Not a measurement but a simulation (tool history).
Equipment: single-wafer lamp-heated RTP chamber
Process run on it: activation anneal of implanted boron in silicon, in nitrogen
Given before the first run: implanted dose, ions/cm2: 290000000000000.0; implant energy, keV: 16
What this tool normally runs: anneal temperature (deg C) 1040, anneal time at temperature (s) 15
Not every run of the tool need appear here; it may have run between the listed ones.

run,hour,anneal temperature (deg C),anneal time at temperature (s),"read-back reference wafer on the same gauge, sheet resistance",sheet resistance of the implanted and annealed layer (ohm/square)
1,0,1040,12,364.74,323.38
# hour 23.2: pyrometer window cleaned and pyrometer calibrated
2,88.3,1040,19,364.78,322.43
3,181.3,1040,9,364.81,323.87
4,280.6,1040,9,365.32,324.7
5,321,1040,9,365.21,324.26
# hour 360.9: reflector plate cleaned
6,403.8,1040,11,365.49,324.14
7,510.9,1040,11,365.62,323.37
8,611.2,1056,18,365.98,321.96
9,706.2,1056,18,365.94,322.37
# hour 757.4: gauge calibrated
10,794.6,1058,8,360.45,319.68
# hour 819: pyrometer window cleaned and pyrometer calibrated
11,961.8,1058,8,360.51,319.99
12,1005.7,1040,15,361.04,319.35
13,1112.9,1061,15,361.28,318.22
# hour 1143.1: reflector plate cleaned
14,1186.3,1056,18,361.42,318.36
15,1277.1,1040,15,361.54,319.53
16,1352.8,1051,23,361.82,319.16
17,1504.5,1021,15,361.84,322.35
18,1542.2,1056,20,362.28,319.08
# hour 1571.3: pyrometer window cleaned and pyrometer calibrated
19,1630.5,1056,20,362.06,320.24
20,1692.8,1019,8,362.11,323.33
21,1777,1022,9,362.53,323.54
# hour 1823: reflector plate cleaned
22,1878.1,1040,7,362.65,322.65
23,1962.8,1040,15,363.12,321.18
24,2067.5,1024,18,362.91,321.83
25,2127.6,1013,9,363.1,326.41
26,2166,1024,15,363.51,323.32
27,2249.8,1026,15,363.39,323.18
# hour 2305.4: pyrometer window cleaned and pyrometer calibrated
28,2310.8,1067,23,363.64,319.67
29,2410.5,1068,21,363.86,319.94
30,2490,1024,20,364.33,323.15
31,2559.7,1013,15,364.4,325.2
# hour 2583.7: reflector plate cleaned
32,2623.7,1068,21,364.17,320.24
33,2702.2,1040,15,364.41,322.46
34,2776,1040,15,364.74,322.17
# hour 2930.7: pyrometer window cleaned and pyrometer calibrated
35,3092,1024,20,365.21,324.34

Some steps in sheet resistance of the implanted and annealed layer (ohm/square), run to run, broken into two amounts with sign: the step expected even without the hidden condition (settings, incoming material, random variation), and the rest, left for the hidden condition together with whatever gauge scatter is not in both the measured and the hidden-condition-free result:
The hidden state here: true wafer temperature minus pyrometer reading, K; wafer temperature error from the tarnished reflector plate, K; gauge reads high (%).
Run 9 -> 10: anneal temperature (deg C) 1056 -> 1058, anneal time at temperature (s) 18 -> 8, gauge calibrated. sheet resistance of the implanted and annealed layer (ohm/square) -2.69: hidden state -4.88, all else +2.19.
Run 10 -> 11: pyrometer window cleaned and pyrometer calibrated. sheet resistance of the implanted and annealed layer (ohm/square) +0.31: hidden state +0.31, all else +0.
Run 24 -> 25: anneal temperature (deg C) 1024 -> 1013, anneal time at temperature (s) 18 -> 9. sheet resistance of the implanted and annealed layer (ohm/square) +4.58: hidden state +0.15, all else +4.43.
Run 27 -> 28: anneal temperature (deg C) 1026 -> 1067, anneal time at temperature (s) 15 -> 23, pyrometer window cleaned and pyrometer calibrated. sheet resistance of the implanted and annealed layer (ohm/square) -3.51: hidden state +0.08, all else -3.59.
Run 31 -> 32: anneal temperature (deg C) 1013 -> 1068, anneal time at temperature (s) 15 -> 21, reflector plate cleaned. sheet resistance of the implanted and annealed layer (ohm/square) -4.96: hidden state +0.06, all else -5.02.
Run 34 -> 35: anneal temperature (deg C) 1040 -> 1024, anneal time at temperature (s) 15 -> 20, pyrometer window cleaned and pyrometer calibrated. sheet resistance of the implanted and annealed layer (ohm/square) +2.17: hidden state +0.59, all else +1.58.

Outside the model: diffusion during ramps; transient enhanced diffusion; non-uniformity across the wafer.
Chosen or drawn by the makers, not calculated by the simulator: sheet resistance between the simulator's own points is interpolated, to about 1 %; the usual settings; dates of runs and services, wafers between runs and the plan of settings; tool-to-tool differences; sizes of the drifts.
